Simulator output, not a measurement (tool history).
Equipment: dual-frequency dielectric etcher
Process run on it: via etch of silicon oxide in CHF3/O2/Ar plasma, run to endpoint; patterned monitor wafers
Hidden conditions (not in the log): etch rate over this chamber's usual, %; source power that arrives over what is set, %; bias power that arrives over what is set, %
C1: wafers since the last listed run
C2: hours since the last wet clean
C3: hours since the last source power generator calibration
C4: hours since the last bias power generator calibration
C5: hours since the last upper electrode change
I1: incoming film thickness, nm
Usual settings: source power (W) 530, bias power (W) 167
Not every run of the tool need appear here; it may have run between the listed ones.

Run 1, hour 0.0: usual settings but source power (W) 450; C1 0; C2 517.4; C3 1942.5; C4 3532.1; C5 3720.3; I1 754.4. Result: endpoint time (s) 377.6.
Run 2, hour 6.4: usual settings but source power (W) 450; C1 24; C2 523.8; C3 1948.9; C4 3538.5; C5 3726.7; I1 752.0. Result: endpoint time (s) 375.6.
Run 3, hour 22.6: usual settings but source power (W) 500; C1 61; C2 540.0; C3 1965.1; C4 3554.7; C5 3742.9; I1 752.2. Result: endpoint time (s) 355.3.
Run 4, hour 31.6: usual settings but source power (W) 500; C1 34; C2 549.0; C3 1974.1; C4 3563.7; C5 3751.9; I1 757.3. Result: endpoint time (s) 358.4.
Run 5, hour 49.0: usual settings but source power (W) 600, bias power (W) 180; C1 66; C2 566.4; C3 1991.5; C4 3581.1; C5 3769.3; I1 764.1. Result: endpoint time (s) 334.4.
Run 6, hour 66.4: usual settings but source power (W) 600, bias power (W) 180; C1 66; C2 583.8; C3 2008.9; C4 3598.5; C5 3786.7; I1 752.2. Result: endpoint time (s) 328.5.
Run 7, hour 84.3: usual settings but source power (W) 600, bias power (W) 180; C1 68; C2 601.7; C3 2026.8; C4 3616.4; C5 3804.6; I1 751.0. Result: endpoint time (s) 324.7.
Run 8, hour 91.0: usual settings; C1 25; C2 608.4; C3 2033.5; C4 3623.1; C5 3811.3; I1 758.8. Result: endpoint time (s) 352.9.
Run 9, hour 102.5: usual settings; C1 43; C2 619.9; C3 2045.0; C4 3634.6; C5 3822.8; I1 761.5. Result: endpoint time (s) 360.5.
Run 10, hour 111.0: usual settings but source power (W) 460; C1 32; C2 628.4; C3 2053.5; C4 3643.1; C5 3831.3; I1 750.4. Result: endpoint time (s) 369.3.
At hour 124.2: source power generator calibrated.
At hour 151.8: bias power generator calibrated.
At hour 152.5: wet clean of the chamber.
At hour 155.7: upper electrode replaced.
Run 11, hour 156.2: usual settings; C1 126; C2 3.7; C3 32.0; C4 4.4; C5 0.5; I1 758.5. Result: endpoint time (s) 352.3.
Run 12, hour 156.6: usual settings but source power (W) 590, bias power (W) 145; C1 1; C2 4.1; C3 32.4; C4 4.8; C5 0.9; I1 759.9. Result: endpoint time (s) 360.7.
Run 13, hour 173.9: usual settings but source power (W) 600, bias power (W) 178; C1 65; C2 21.4; C3 49.7; C4 22.1; C5 18.2; I1 759.1. Result: endpoint time (s) 332.1.
Run 14, hour 189.6: usual settings but source power (W) 580, bias power (W) 190; C1 59; C2 37.1; C3 65.4; C4 37.8; C5 33.9; I1 761.4. Result: endpoint time (s) 335.7.
Run 15, hour 197.8: usual settings but bias power (W) 134; C1 31; C2 45.3; C3 73.6; C4 46.0; C5 42.1; I1 750.5. Result: endpoint time (s) 375.1.
Run 16, hour 214.8: usual settings; C1 64; C2 62.3; C3 90.6; C4 63.0; C5 59.1; I1 763.6. Result: endpoint time (s) 360.4.
Run 17, hour 226.0: usual settings but source power (W) 630, bias power (W) 145; C1 42; C2 73.5; C3 101.8; C4 74.2; C5 70.3; I1 754.0. Result: endpoint time (s) 343.7.
Run 18, hour 234.1: usual settings but source power (W) 620, bias power (W) 200; C1 30; C2 81.6; C3 109.9; C4 82.3; C5 78.4; I1 749.5. Result: endpoint time (s) 307.9.

Estimate the outcome of run 19 from the log above:
Run 19, hour 247.7: usual settings but source power (W) 580; C1 51; C2 95.2; C3 123.5; C4 95.9; C5 92.0; I1 765.5. Result: endpoint time (s) ?.

Run 19 gave endpoint time (s) 348.2.
Minus the tool's unlogged condition, the same run would have read endpoint time (s) 348.2.
